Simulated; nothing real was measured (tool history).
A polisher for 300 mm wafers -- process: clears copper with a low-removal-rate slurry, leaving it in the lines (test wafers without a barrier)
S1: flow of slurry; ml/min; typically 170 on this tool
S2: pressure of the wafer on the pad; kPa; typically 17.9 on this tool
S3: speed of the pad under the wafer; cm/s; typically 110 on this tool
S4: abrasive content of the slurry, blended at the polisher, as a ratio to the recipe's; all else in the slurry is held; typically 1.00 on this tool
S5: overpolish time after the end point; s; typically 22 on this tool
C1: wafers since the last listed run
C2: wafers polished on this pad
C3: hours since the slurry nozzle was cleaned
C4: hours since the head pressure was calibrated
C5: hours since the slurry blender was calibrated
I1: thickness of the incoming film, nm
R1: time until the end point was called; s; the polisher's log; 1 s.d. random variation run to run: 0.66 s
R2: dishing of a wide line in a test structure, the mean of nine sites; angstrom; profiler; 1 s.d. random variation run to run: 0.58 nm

| run | day | S1 | S2 | S3 | S4 | S5 | C1 | C2 | C3 | C4 | C5 | I1 | R1 | R2 |
|---|---|---|---|---|---|---|---|---|---|---|---|---|---|---|
| 1 | 0.000 | 170 | 17.9 | 110 | 1.00 | 22 | 0 | 1259 | 146.2 | 486.4 | 101.9 | 212.6 | 63.2 | 252 |
| 2 | 2.679 | 170 | 17.9 | 110 | 1.00 | 22 | 504 | 1764 | 210.5 | 550.7 | 166.2 | 208.1 | 61.2 | 240 |
| 3 | 4.354 | 170 | 17.9 | 110 | 1.00 | 22 | 315 | 2080 | 250.7 | 590.9 | 206.4 | 210.7 | 63.2 | 236 |
|  | 5.046 | worn pad replaced by a new one |
|  | 6.896 | head pressure recalibrated |
|  | 9.917 | slurry blender recalibrated |
| 4 | 10.250 | 170 | 17.9 | 110 | 1.00 | 22 | 1048 | 949 | 392.2 | 80.5 | 8.0 | 214.5 | 64.9 | 248 |
| 5 | 12.196 | 170 | 17.9 | 110 | 1.00 | 22 | 366 | 1316 | 438.9 | 127.2 | 54.7 | 208.3 | 61.5 | 248 |
| 6 | 14.867 | 170 | 17.9 | 110 | 1.00 | 22 | 503 | 1819 | 503.0 | 191.3 | 118.8 | 210.7 | 63.8 | 245 |
|  | 17.133 | worn pad replaced by a new one |
| 7 | 17.708 | 170 | 17.9 | 100 | 1.00 | 22 | 504 | 108 | 571.2 | 259.5 | 187.0 | 214.2 | 70.9 | 238 |
|  | 19.221 | slurry nozzle cleaned |
| 8 | 20.492 | 170 | 17.9 | 100 | 1.00 | 22 | 516 | 625 | 30.5 | 326.3 | 253.8 | 211.1 | 71.3 | 225 |
| 9 | 23.292 | 170 | 17.9 | 100 | 1.00 | 22 | 527 | 1152 | 97.7 | 393.5 | 321.0 | 211.8 | 69.2 | 241 |
|  | 24.367 | slurry blender recalibrated |
| 10 | 26.129 | 170 | 17.9 | 134 | 1.00 | 22 | 519 | 1672 | 165.8 | 461.6 | 42.3 | 208.1 | 51.2 | 247 |
|  | 27.379 | worn pad replaced by a new one |
| 11 | 28.425 | 170 | 17.9 | 110 | 1.00 | 22 | 401 | 196 | 220.9 | 516.7 | 97.4 | 211.4 | 64.5 | 238 |
| 12 | 30.096 | 225 | 20.7 | 110 | 1.30 | 13 | 314 | 511 | 261.0 | 556.8 | 137.5 | 212.2 | 51.0 | 228 |
|  | 30.754 | head pressure recalibrated |
| 13 | 32.333 | 170 | 13.8 | 92 | 1.10 | 16 | 406 | 917 | 314.7 | 37.9 | 191.2 | 210.4 | 91.3 | 182 |
| 14 | 33.879 | 140 | 22.1 | 110 | 1.00 | 30 | 291 | 1209 | 351.8 | 75.0 | 228.3 | 209.8 | 54.1 | 265 |
| 15 | 36.017 | 170 | 17.9 | 132 | 1.10 | 22 | 402 | 1612 | 403.1 | 126.3 | 279.6 | 208.5 | 50.9 | 264 |
|  | 36.483 | worn pad replaced by a new one |
|  | 39.121 | slurry blender recalibrated |
| 16 | 44.221 | 215 | 17.9 | 88 | 0.70 | 11 | 1499 | 1442 | 600.0 | 323.2 | 122.4 | 210.6 | 82.6 | 152 |
|  | 46.858 | worn pad replaced by a new one |
| 17 | 46.904 | 210 | 17.9 | 110 | 1.00 | 22 | 474 | 8 | 664.4 | 387.6 | 186.8 | 206.8 | 60.1 | 247 |
|  | 47.433 | slurry nozzle cleaned |
| 18 | 48.538 | 170 | 17.9 | 110 | 1.25 | 31 | 300 | 308 | 26.5 | 426.8 | 226.0 | 213.2 | 59.3 | 261 |
| 19 | 49.775 | 170 | 17.9 | 110 | 1.00 | 22 | 233 | 541 | 56.2 | 456.5 | 255.7 | 207.8 | 62.6 | 241 |
| 20 | 51.017 | 170 | 17.9 | 110 | 0.80 | 27 | 234 | 775 | 86.0 | 486.3 | 285.5 | 208.0 | 66.6 | 266 |
| 21 | 52.833 | 170 | 17.9 | 110 | 1.00 | 22 | 342 | 1118 | 129.6 | 529.9 | 329.1 | 210.2 | 63.1 | 238 |

Across each entry between runs, compare the hidden state at the last listed run before it with the hidden state at the first listed run after it:
Run 3 -> run 4: worn pad replaced by a new one (day 5.046); head pressure recalibrated (day 6.896); slurry blender recalibrated (day 9.917)
  nothing in the hidden state changes from one run to the other
Run 6 -> run 7: worn pad replaced by a new one (day 17.133)
  nothing in the hidden state changes from one run to the other
Run 7 -> run 8: slurry nozzle cleaned (day 19.221)
  nothing in the hidden state changes from one run to the other
Run 9 -> run 10: slurry blender recalibrated (day 24.367)
  nothing in the hidden state changes from one run to the other
Run 10 -> run 11: worn pad replaced by a new one (day 27.379)
  nothing in the hidden state changes from one run to the other
Run 12 -> run 13: head pressure recalibrated (day 30.754)
  nothing in the hidden state changes from one run to the other
Run 15 -> run 16: worn pad replaced by a new one (day 36.483); slurry blender recalibrated (day 39.121)
  nothing in the hidden state changes from one run to the other
Run 16 -> run 17: worn pad replaced by a new one (day 46.858)
  nothing in the hidden state changes from one run to the other
Run 17 -> run 18: slurry nozzle cleaned (day 47.433)
  nothing in the hidden state changes from one run to the other
